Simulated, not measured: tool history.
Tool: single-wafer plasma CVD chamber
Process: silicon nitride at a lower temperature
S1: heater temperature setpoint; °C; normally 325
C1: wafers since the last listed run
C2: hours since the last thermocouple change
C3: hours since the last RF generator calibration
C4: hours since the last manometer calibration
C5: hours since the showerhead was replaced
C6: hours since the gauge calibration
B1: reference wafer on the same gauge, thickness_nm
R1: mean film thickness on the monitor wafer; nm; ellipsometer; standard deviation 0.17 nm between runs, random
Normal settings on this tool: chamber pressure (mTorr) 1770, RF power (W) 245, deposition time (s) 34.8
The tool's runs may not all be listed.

{"run": 1, "hour": 0.0, "S1": 325, "chamber pressure (mTorr)": 1770, "RF power (W)": 245, "deposition time (s)": 34.8, "C1": 0, "C2": 1645.9, "C3": 1906.5, "C4": 1838.3, "C5": 3115.3, "C6": 892.9, "B1": 42.408, "R1": 38.738}
{"run": 2, "hour": 31.5, "S1": 325, "chamber pressure (mTorr)": 1770, "RF power (W)": 245, "deposition time (s)": 34.8, "C1": 596, "C2": 1677.4, "C3": 1938.0, "C4": 1869.8, "C5": 3146.8, "C6": 924.4, "B1": 42.42, "R1": 38.298}
{"run": 3, "hour": 60.6, "S1": 325, "chamber pressure (mTorr)": 1770, "RF power (W)": 245, "deposition time (s)": 34.8, "C1": 550, "C2": 1706.5, "C3": 1967.1, "C4": 1898.9, "C5": 3175.9, "C6": 953.5, "B1": 42.377, "R1": 38.475}
{"run": 4, "hour": 99.5, "S1": 325, "chamber pressure (mTorr)": 1770, "RF power (W)": 245, "deposition time (s)": 34.8, "C1": 736, "C2": 1745.4, "C3": 2006.0, "C4": 1937.8, "C5": 3214.8, "C6": 992.4, "B1": 42.396, "R1": 38.718}
{"run": 5, "hour": 115.0, "S1": 325, "chamber pressure (mTorr)": 1770, "RF power (W)": 245, "deposition time (s)": 34.8, "C1": 293, "C2": 1760.9, "C3": 2021.5, "C4": 1953.3, "C5": 3230.3, "C6": 1007.9, "B1": 42.387, "R1": 38.296}
{"run": 6, "hour": 131.9, "S1": 325, "chamber pressure (mTorr)": 1770, "RF power (W)": 255, "deposition time (s)": 34.8, "C1": 319, "C2": 1777.8, "C3": 2038.4, "C4": 1970.2, "C5": 3247.2, "C6": 1024.8, "B1": 42.407, "R1": 39.396}
{"run": 7, "hour": 159.4, "S1": 320, "chamber pressure (mTorr)": 1770, "RF power (W)": 260, "deposition time (s)": 31.6, "C1": 520, "C2": 1805.3, "C3": 2065.9, "C4": 1997.7, "C5": 3274.7, "C6": 1052.3, "B1": 42.399, "R1": 36.126}
{"run": 8, "hour": 173.9, "S1": 313, "chamber pressure (mTorr)": 1770, "RF power (W)": 210, "deposition time (s)": 34.8, "C1": 274, "C2": 1819.8, "C3": 2080.4, "C4": 2012.2, "C5": 3289.2, "C6": 1066.8, "B1": 42.425, "R1": 35.28}
{"run": 9, "hour": 199.4, "S1": 325, "chamber pressure (mTorr)": 1440, "RF power (W)": 230, "deposition time (s)": 34.8, "C1": 482, "C2": 1845.3, "C3": 2105.9, "C4": 2037.7, "C5": 3314.7, "C6": 1092.3, "B1": 42.364, "R1": 34.079}
{"hour": 208.7, "done": "gauge calibrated"}
{"run": 10, "hour": 226.7, "S1": 325, "chamber pressure (mTorr)": 1770, "RF power (W)": 245, "deposition time (s)": 40.4, "C1": 516, "C2": 1872.6, "C3": 2133.2, "C4": 2065.0, "C5": 3342.0, "C6": 18.0, "B1": 42.404, "R1": 44.555}
{"run": 11, "hour": 269.9, "S1": 325, "chamber pressure (mTorr)": 1770, "RF power (W)": 245, "deposition time (s)": 34.8, "C1": 817, "C2": 1915.8, "C3": 2176.4, "C4": 2108.2, "C5": 3385.2, "C6": 61.2, "B1": 42.423, "R1": 38.614}
{"run": 12, "hour": 291.8, "S1": 325, "chamber pressure (mTorr)": 1770, "RF power (W)": 245, "deposition time (s)": 34.8, "C1": 414, "C2": 1937.7, "C3": 2198.3, "C4": 2130.1, "C5": 3407.1, "C6": 83.1, "B1": 42.434, "R1": 38.435}
{"run": 13, "hour": 322.1, "S1": 319, "chamber pressure (mTorr)": 1770, "RF power (W)": 245, "deposition time (s)": 34.8, "C1": 573, "C2": 1968.0, "C3": 2228.6, "C4": 2160.4, "C5": 3437.4, "C6": 113.4, "B1": 42.421, "R1": 38.543}
{"run": 14, "hour": 362.9, "S1": 325, "chamber pressure (mTorr)": 2100, "RF power (W)": 245, "deposition time (s)": 34.8, "C1": 772, "C2": 2008.8, "C3": 2269.4, "C4": 2201.2, "C5": 3478.2, "C6": 154.2, "B1": 42.424, "R1": 40.979}
{"hour": 392.8, "done": "capacitance manometer re-zeroed and calibrated"}
{"run": 15, "hour": 394.3, "S1": 325, "chamber pressure (mTorr)": 1600, "RF power (W)": 225, "deposition time (s)": 34.8, "C1": 442, "C2": 2040.2, "C3": 2300.8, "C4": 1.5, "C5": 3509.6, "C6": 185.6, "B1": 42.39, "R1": 34.957}
{"run": 16, "hour": 424.3, "S1": 325, "chamber pressure (mTorr)": 1340, "RF power (W)": 245, "deposition time (s)": 31.3, "C1": 567, "C2": 2070.2, "C3": 2330.8, "C4": 31.5, "C5": 3539.6, "C6": 215.6, "B1": 42.427, "R1": 30.587}
{"hour": 455.4, "done": "RF generator calibrated"}
{"run": 17, "hour": 455.9, "S1": 325, "chamber pressure (mTorr)": 1770, "RF power (W)": 245, "deposition time (s)": 34.8, "C1": 446, "C2": 2101.8, "C3": 0.5, "C4": 63.1, "C5": 3571.2, "C6": 247.2, "B1": 42.4, "R1": 39.907}
{"run": 18, "hour": 473.7, "S1": 325, "chamber pressure (mTorr)": 1640, "RF power (W)": 245, "deposition time (s)": 34.8, "C1": 336, "C2": 2119.6, "C3": 18.3, "C4": 80.9, "C5": 3589.0, "C6": 265.0, "B1": 42.416, "R1": 38.608}
{"hour": 484.6, "done": "thermocouple changed; heater temperature recalibrated"}
{"run": 19, "hour": 489.2, "S1": 314, "chamber pressure (mTorr)": 1620, "RF power (W)": 225, "deposition time (s)": 39.3, "C1": 141, "C2": 4.6, "C3": 33.8, "C4": 96.4, "C5": 3604.5, "C6": 280.5, "B1": 42.396, "R1": 41.334}
{"hour": 502.1, "done": "showerhead replaced"}
{"run": 20, "hour": 520.6, "S1": 320, "chamber pressure (mTorr)": 2110, "RF power (W)": 245, "deposition time (s)": 34.8, "C1": 442, "C2": 36.0, "C3": 65.2, "C4": 127.8, "C5": 18.5, "C6": 311.9, "B1": 42.384, "R1": 42.556}
{"run": 21, "hour": 538.6, "S1": 320, "chamber pressure (mTorr)": 2010, "RF power (W)": 285, "deposition time (s)": 29.1, "C1": 340, "C2": 54.0, "C3": 83.2, "C4": 145.8, "C5": 36.5, "C6": 329.9, "B1": 42.425, "R1": 38.486}
{"run": 22, "hour": 560.0, "S1": 325, "chamber pressure (mTorr)": 1770, "RF power (W)": 245, "deposition time (s)": 34.8, "C1": 405, "C2": 75.4, "C3": 104.6, "C4": 167.2, "C5": 57.9, "C6": 351.3, "B1": 42.393, "R1": 39.803}
{"run": 23, "hour": 580.1, "S1": 317, "chamber pressure (mTorr)": 1770, "RF power (W)": 245, "deposition time (s)": 30.7, "C1": 380, "C2": 95.5, "C3": 124.7, "C4": 187.3, "C5": 78.0, "C6": 371.4, "B1": 42.399, "R1": 35.334}
{"run": 24, "hour": 613.5, "S1": 325, "chamber pressure (mTorr)": 1340, "RF power (W)": 245, "deposition time (s)": 31.3, "C1": 632, "C2": 128.9, "C3": 158.1, "C4": 220.7, "C5": 111.4, "C6": 404.8, "B1": 42.409, "R1": 31.78}
{"run": 25, "hour": 630.9, "S1": 325, "chamber pressure (mTorr)": 1770, "RF power (W)": 245, "deposition time (s)": 34.8, "C1": 329, "C2": 146.3, "C3": 175.5, "C4": 238.1, "C5": 128.8, "C6": 422.2, "B1": 42.349, "R1": 39.809}
{"run": 26, "hour": 665.5, "S1": 325, "chamber pressure (mTorr)": 1550, "RF power (W)": 260, "deposition time (s)": 34.8, "C1": 654, "C2": 180.9, "C3": 210.1, "C4": 272.7, "C5": 163.4, "C6": 456.8, "B1": 42.407, "R1": 39.118}
{"run": 27, "hour": 698.5, "S1": 314, "chamber pressure (mTorr)": 1620, "RF power (W)": 225, "deposition time (s)": 39.3, "C1": 624, "C2": 213.9, "C3": 243.1, "C4": 305.7, "C5": 196.4, "C6": 489.8, "B1": 42.426, "R1": 41.419}
{"run": 28, "hour": 732.7, "S1": 325, "chamber pressure (mTorr)": 1770, "RF power (W)": 280, "deposition time (s)": 34.8, "C1": 647, "C2": 248.1, "C3": 277.3, "C4": 339.9, "C5": 230.6, "C6": 524.0, "B1": 42.39, "R1": 43.026}

Forecast each of these 5 alternatives for the next run:
{"run": "A", "hour": 733.1, "S1": 325, "chamber pressure (mTorr)": 1770, "RF power (W)": 245, "deposition time (s)": 34.8, "C1": 7, "C2": 248.5, "C3": 277.7, "C4": 340.3, "C5": 231.0, "C6": 524.4, "B1": "?", "R1": "?"}
{"run": "B", "hour": 733.1, "S1": 325, "chamber pressure (mTorr)": 1770, "RF power (W)": 200, "deposition time (s)": 34.8, "C1": 7, "C2": 248.5, "C3": 277.7, "C4": 340.3, "C5": 231.0, "C6": 524.4, "B1": "?", "R1": "?"}
{"run": "C", "hour": 733.1, "S1": 325, "chamber pressure (mTorr)": 1770, "RF power (W)": 245, "deposition time (s)": 29.1, "C1": 7, "C2": 248.5, "C3": 277.7, "C4": 340.3, "C5": 231.0, "C6": 524.4, "B1": "?", "R1": "?"}
{"run": "D", "hour": 733.1, "S1": 318, "chamber pressure (mTorr)": 1900, "RF power (W)": 245, "deposition time (s)": 34.8, "C1": 7, "C2": 248.5, "C3": 277.7, "C4": 340.3, "C5": 231.0, "C6": 524.4, "B1": "?", "R1": "?"}
{"run": "E", "hour": 733.1, "S1": 325, "chamber pressure (mTorr)": 1460, "RF power (W)": 245, "deposition time (s)": 29.7, "C1": 7, "C2": 248.5, "C3": 277.7, "C4": 340.3, "C5": 231.0, "C6": 524.4, "B1": "?", "R1": "?"}

run=A B1=42.402 R1=39.693
run=B B1=42.402 R1=35.101
run=C B1=42.402 R1=33.205
run=D B1=42.402 R1=40.850
run=E B1=42.402 R1=31.324
With no hidden state in the tool, these same runs would have given:
run=A R1=39.986
run=B R1=35.373
run=C R1=33.450
run=D R1=41.151
run=E R1=31.556

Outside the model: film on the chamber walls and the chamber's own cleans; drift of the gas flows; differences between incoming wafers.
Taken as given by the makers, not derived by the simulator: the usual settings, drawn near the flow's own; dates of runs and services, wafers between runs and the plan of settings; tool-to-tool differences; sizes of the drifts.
